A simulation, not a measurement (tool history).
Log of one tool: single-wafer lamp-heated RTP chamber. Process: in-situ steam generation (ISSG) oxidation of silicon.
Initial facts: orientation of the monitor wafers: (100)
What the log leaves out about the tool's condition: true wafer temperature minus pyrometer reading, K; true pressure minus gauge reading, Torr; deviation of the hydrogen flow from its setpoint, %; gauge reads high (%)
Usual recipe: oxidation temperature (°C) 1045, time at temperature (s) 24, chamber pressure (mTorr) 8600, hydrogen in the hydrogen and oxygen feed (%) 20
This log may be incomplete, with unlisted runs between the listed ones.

run    hour  oxidation temperature (°C)  time at temperature (s)  chamber pressure (mTorr)  hydrogen in the hydrogen and oxygen feed (%)  wafers since the last listed run  wafers since the last pyrometer calibration  hours since the pressure gauge was zeroed  hours since the hydrogen flow controller was replaced  hours since the gauge calibration  read-back reference wafer on the same gauge, thickness  oxide thickness on the monitor wafer (angstrom)
  1       0                        1045                       24                      8600                                            20                                 0                                         4779                                     1743.9                                                 5413.5                                619                                                   8.255                                            77.45
  2    65.7                        1045                       24                      8600                                            20                               588                                         5368                                     1809.6                                                 5479.2                              684.7                                                   8.266                                            77.62
         79  -- pyrometer window cleaned and pyrometer calibrated
  3   114.9                        1045                       24                      8600                                            20                               369                                          321                                     1858.8                                                 5528.4                              733.9                                                   8.264                                            74.91
  4   157.6                        1045                       24                      8600                                            20                               382                                          704                                     1901.5                                                 5571.1                              776.6                                                   8.257                                            75.36
  5   196.6                        1045                       24                      8600                                            20                               349                                         1053                                     1940.5                                                 5610.1                              815.6                                                   8.256                                            75.62
  6   236.7                        1045                       24                      8600                                            20                               359                                         1412                                     1980.6                                                 5650.2                              855.7                                                   8.263                                            75.61
  7   285.8                        1045                       24                      8200                                            20                               439                                         1852                                     2029.7                                                 5699.3                              904.8                                                   8.252                                            76.12
  8   330.4                        1045                       24                      8200                                            20                               399                                         2252                                     2074.3                                                 5743.9                              949.4                                                   8.261                                            76.21
  9   388.9                        1045                       24                      8600                                            20                               524                                         2776                                     2132.8                                                 5802.4                             1007.9                                                   8.266                                             76.4
 10   445.2                        1045                       21                      8600                                            20                               504                                         3280                                     2189.1                                                 5858.7                             1064.2                                                   8.251                                            70.76
 11   479.1                        1045                       21                      8600                                            20                               303                                         3584                                       2223                                                 5892.6                             1098.1                                                   8.255                                            71.68
      502.5  -- pressure gauge zeroed
      502.7  -- gauge calibrated
 12     536                        1045                       24                      8600                                            26                               438                                         4022                                       33.5                                                 5949.5                               33.3                                                   8.254                                            81.53
      623.8  -- pyrometer window cleaned and pyrometer calibrated
 13   656.2                        1056                       24                      8600                                            20                              1005                                          290                                      153.7                                                 6069.7                              153.5                                                   8.261                                            79.83
 14   724.2                        1030                       14                      7700                                            24                               609                                          899                                      221.7                                                 6137.7                              221.5                                                   8.257                                            56.24
      742.5  -- hydrogen flow controller replaced
 15   771.9                        1045                       24                      9100                                            20                               355                                         1255                                      269.4                                                   29.4                              269.2                                                   8.267                                             75.4
 16   840.9                        1035                       30                      9600                                            27                               618                                         1873                                      338.4                                                   98.4                              338.2                                                   8.256                                            85.75
 17   876.5                        1045                       24                      8600                                            20                               318                                         2192                                        374                                                    134                              373.8                                                   8.253                                            76.58
 18   928.4                        1058                       21                      8600                                            20                               464                                         2657                                      425.9                                                  185.9                              425.7                                                   8.243                                            76.74
 19   955.4                        1053                       28                      7800                                            20                               241                                         2899                                      452.9                                                  212.9                              452.7                                                   8.262                                            87.42
 20   982.9                        1045                       24                      8600                                            20                               246                                         3145                                      480.4                                                  240.4                              480.2                                                   8.257                                            76.45
 21  1020.4                        1045                       24                      8600                                            13                               335                                         3481                                      517.9                                                  277.9                              517.7                                                   8.251                                            69.94
 22  1078.4                        1033                       20                      8600                                            23                               519                                         4001                                      575.9                                                  335.9                              575.7                                                   8.266                                            67.81
 23  1104.5                        1025                       20                      8600                                            11                               233                                         4234                                        602                                                    362                              601.8                                                   8.265                                            55.66
     1178.2  -- pyrometer window cleaned and pyrometer calibrated
 24  1178.7                        1031                       24                      8600                                            20                               593                                            4                                      676.2                                                  436.2                                676                                                   8.245                                            69.47
 25    1209                        1045                       24                      8600                                            20                               271                                          276                                      706.5                                                  466.5                              706.3                                                   8.245                                            75.17

Some steps in oxide thickness on the monitor wafer (angstrom) between neighbouring runs. How much of each would the tool show without its hidden state too (settings, what came in, random variation), and how much is left for the hidden state, with any gauge scatter that isn't in both results?
Run 2 -> 3: pyrometer window cleaned and pyrometer calibrated. oxide thickness on the monitor wafer (angstrom) -2.71: hidden state -2.69, all else -0.02.
Run 12 -> 13: oxidation temperature (°C) 1045 -> 1056, hydrogen in the hydrogen and oxygen feed (%) 26 -> 20, pyrometer window cleaned and pyrometer calibrated. oxide thickness on the monitor wafer (angstrom) -1.7: hidden state -1.72, all else +0.02.
Run 13 -> 14: oxidation temperature (°C) 1056 -> 1030, time at temperature (s) 24 -> 14, chamber pressure (mTorr) 8600 -> 7700, hydrogen in the hydrogen and oxygen feed (%) 20 -> 24. oxide thickness on the monitor wafer (angstrom) -23.59: hidden state -0.18, all else -23.41.
Run 14 -> 15: oxidation temperature (°C) 1030 -> 1045, time at temperature (s) 14 -> 24, chamber pressure (mTorr) 7700 -> 9100, hydrogen in the hydrogen and oxygen feed (%) 24 -> 20, hydrogen flow controller replaced. oxide thickness on the monitor wafer (angstrom) +19.16: hidden state +0.64, all else +18.52.
